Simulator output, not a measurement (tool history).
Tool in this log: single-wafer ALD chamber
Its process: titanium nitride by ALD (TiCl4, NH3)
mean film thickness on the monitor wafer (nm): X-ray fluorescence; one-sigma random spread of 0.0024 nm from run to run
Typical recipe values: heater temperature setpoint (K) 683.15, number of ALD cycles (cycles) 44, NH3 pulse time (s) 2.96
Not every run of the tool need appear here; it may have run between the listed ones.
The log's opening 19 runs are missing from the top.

run	hour	heater temperature setpoint (K)	number of ALD cycles (cycles)	NH3 pulse time (s)	read-back reference wafer on the same gauge, thickness_nm	mean film thickness on the monitor wafer (nm)
# hour 976.4: thermocouple changed; heater temperature recalibrated
20	1009	683.15	42	3.49	0.784	0.903
21	1067.6	697.15	44	2.62	0.784	0.94
22	1097.9	674.15	44	2.44	0.784	0.936
23	1164.6	675.15	47	1.94	0.784	0.999
24	1219.1	677.15	50	3.51	0.784	1.072
25	1244.5	683.15	44	2.19	0.784	0.936
26	1343	683.15	44	2.96	0.784	0.943
27	1398.2	677.15	38	2.13	0.784	0.806

What will run 28 give?
28	1425	683.15	44	2.96	?	?

Run 28 came out at read-back reference wafer on the same gauge, thickness_nm 0.785, mean film thickness on the monitor wafer (nm) 0.944.
Minus the tool's unlogged condition, the same run would have read mean film thickness on the monitor wafer (nm) 0.944.
